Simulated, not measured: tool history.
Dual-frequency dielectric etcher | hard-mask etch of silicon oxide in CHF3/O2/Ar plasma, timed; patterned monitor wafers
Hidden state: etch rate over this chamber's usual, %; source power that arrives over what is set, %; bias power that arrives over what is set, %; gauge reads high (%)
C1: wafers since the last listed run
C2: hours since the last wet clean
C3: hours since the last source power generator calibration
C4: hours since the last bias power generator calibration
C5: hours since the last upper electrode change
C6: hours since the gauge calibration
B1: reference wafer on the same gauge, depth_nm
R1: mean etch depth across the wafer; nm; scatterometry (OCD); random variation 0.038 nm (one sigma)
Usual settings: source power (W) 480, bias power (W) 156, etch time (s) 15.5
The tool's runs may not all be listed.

run 1 hour=0 | source_power_(W)=480 bias_power_(W)=156 etch_time_(s)=15.5 | C1=0 C2=397.2 C3=3088.1 C4=3227.9 C5=3114.4 C6=10.8 | B1=24.3 | R1=25.58
run 2 hour=13.2 | source_power_(W)=480 bias_power_(W)=139 etch_time_(s)=15.5 | C1=124 C2=410.4 C3=3101.3 C4=3241.1 C5=3127.6 C6=24 | B1=24.31 | R1=24.64
run 3 hour=35.9 | source_power_(W)=480 bias_power_(W)=148 etch_time_(s)=15.5 | C1=214 C2=433.1 C3=3124 C4=3263.8 C5=3150.3 C6=46.7 | B1=24.3 | R1=25.2
run 4 hour=41.9 | source_power_(W)=480 bias_power_(W)=156 etch_time_(s)=18 | C1=56 C2=439.1 C3=3130 C4=3269.8 C5=3156.3 C6=52.7 | B1=24.3 | R1=29.63
run 5 hour=49.6 | source_power_(W)=480 bias_power_(W)=156 etch_time_(s)=18 | C1=72 C2=446.8 C3=3137.7 C4=3277.5 C5=3164 C6=60.4 | B1=24.3 | R1=29.69
run 6 hour=60.1 | source_power_(W)=480 bias_power_(W)=156 etch_time_(s)=15.5 | C1=99 C2=457.3 C3=3148.2 C4=3288 C5=3174.5 C6=70.9 | B1=24.3 | R1=25.56
-- hour=71.4 bias power generator calibrated
run 7 hour=77.2 | source_power_(W)=480 bias_power_(W)=156 etch_time_(s)=15.5 | C1=123 C2=474.4 C3=3165.3 C4=5.8 C5=3191.6 C6=88 | B1=24.29 | R1=25.62
run 8 hour=84.9 | source_power_(W)=480 bias_power_(W)=156 etch_time_(s)=15.5 | C1=72 C2=482.1 C3=3173 C4=13.5 C5=3199.3 C6=95.7 | B1=24.3 | R1=25.59
run 9 hour=96.3 | source_power_(W)=480 bias_power_(W)=127 etch_time_(s)=15.5 | C1=107 C2=493.5 C3=3184.4 C4=24.9 C5=3210.7 C6=107.1 | B1=24.31 | R1=24.03
run 10 hour=110.5 | source_power_(W)=480 bias_power_(W)=127 etch_time_(s)=15.5 | C1=134 C2=507.7 C3=3198.6 C4=39.1 C5=3224.9 C6=121.3 | B1=24.3 | R1=24.08
run 11 hour=119 | source_power_(W)=430 bias_power_(W)=156 etch_time_(s)=15.5 | C1=80 C2=516.2 C3=3207.1 C4=47.6 C5=3233.4 C6=129.8 | B1=24.31 | R1=25.07
-- hour=126.2 source power generator calibrated
-- hour=138.4 gauge calibrated
-- hour=151.8 wet clean of the chamber
run 12 hour=152.3 | source_power_(W)=590 bias_power_(W)=144 etch_time_(s)=19.5 | C1=50 C2=0.5 C3=26.1 C4=80.9 C5=3266.7 C6=13.9 | B1=24.29 | R1=32.39
run 13 hour=152.6 | source_power_(W)=480 bias_power_(W)=180 etch_time_(s)=15.5 | C1=2 C2=0.8 C3=26.4 C4=81.2 C5=3267 C6=14.2 | B1=24.31 | R1=26.35
-- hour=185 upper electrode replaced
run 14 hour=185.5 | source_power_(W)=430 bias_power_(W)=156 etch_time_(s)=18 | C1=84 C2=33.7 C3=59.3 C4=114.1 C5=0.5 C6=47.1 | B1=24.29 | R1=28.65
run 15 hour=185.8 | source_power_(W)=400 bias_power_(W)=172 etch_time_(s)=20 | C1=2 C2=34 C3=59.6 C4=114.4 C5=0.8 C6=47.4 | B1=24.3 | R1=32.45
run 16 hour=186.1 | source_power_(W)=480 bias_power_(W)=156 etch_time_(s)=17.5 | C1=2 C2=34.3 C3=59.9 C4=114.7 C5=1.1 C6=47.7 | B1=24.31 | R1=28.47
run 17 hour=186.5 | source_power_(W)=370 bias_power_(W)=156 etch_time_(s)=12.5 | C1=3 C2=34.7 C3=60.3 C4=115.1 C5=1.5 C6=48.1 | B1=24.3 | R1=19.35
run 18 hour=193.5 | source_power_(W)=480 bias_power_(W)=156 etch_time_(s)=15.5 | C1=66 C2=41.7 C3=67.3 C4=122.1 C5=8.5 C6=55.1 | B1=24.29 | R1=25.27
run 19 hour=202.3 | source_power_(W)=480 bias_power_(W)=156 etch_time_(s)=15.5 | C1=83 C2=50.5 C3=76.1 C4=130.9 C5=17.3 C6=63.9 | B1=24.3 | R1=25.24
run 20 hour=213.4 | source_power_(W)=480 bias_power_(W)=156 etch_time_(s)=17 | C1=104 C2=61.6 C3=87.2 C4=142 C5=28.4 C6=75 | B1=24.3 | R1=27.69
run 21 hour=220.7 | source_power_(W)=480 bias_power_(W)=156 etch_time_(s)=17 | C1=68 C2=68.9 C3=94.5 C4=149.3 C5=35.7 C6=82.3 | B1=24.3 | R1=27.75
run 22 hour=237.8 | source_power_(W)=370 bias_power_(W)=183 etch_time_(s)=12 | C1=161 C2=86 C3=111.6 C4=166.4 C5=52.8 C6=99.4 | B1=24.3 | R1=19.57

Forecast each of these 5 alternatives for the next run:
run A hour=238.2 | source_power_(W)=480 bias_power_(W)=156 etch_time_(s)=15.5 | C1=3 C2=86.4 C3=112 C4=166.8 C5=53.2 C6=99.8 | B1=? | R1=?
run B hour=238.2 | source_power_(W)=480 bias_power_(W)=188 etch_time_(s)=19.5 | C1=3 C2=86.4 C3=112 C4=166.8 C5=53.2 C6=99.8 | B1=? | R1=?
run C hour=238.2 | source_power_(W)=400 bias_power_(W)=186 etch_time_(s)=16.5 | C1=3 C2=86.4 C3=112 C4=166.8 C5=53.2 C6=99.8 | B1=? | R1=?
run D hour=238.2 | source_power_(W)=410 bias_power_(W)=134 etch_time_(s)=18.5 | C1=3 C2=86.4 C3=112 C4=166.8 C5=53.2 C6=99.8 | B1=? | R1=?
run E hour=238.2 | source_power_(W)=480 bias_power_(W)=156 etch_time_(s)=19 | C1=3 C2=86.4 C3=112 C4=166.8 C5=53.2 C6=99.8 | B1=? | R1=?

run=A B1=24.29 R1=25.36
run=B B1=24.29 R1=33.87
run=C B1=24.29 R1=27.56
run=D B1=24.29 R1=27.98
run=E B1=24.29 R1=31.08
Without the tool's hidden state the same runs would have given:
run=A R1=25.2
run=B R1=33.66
run=C R1=27.39
run=D R1=27.81
run=E R1=30.89
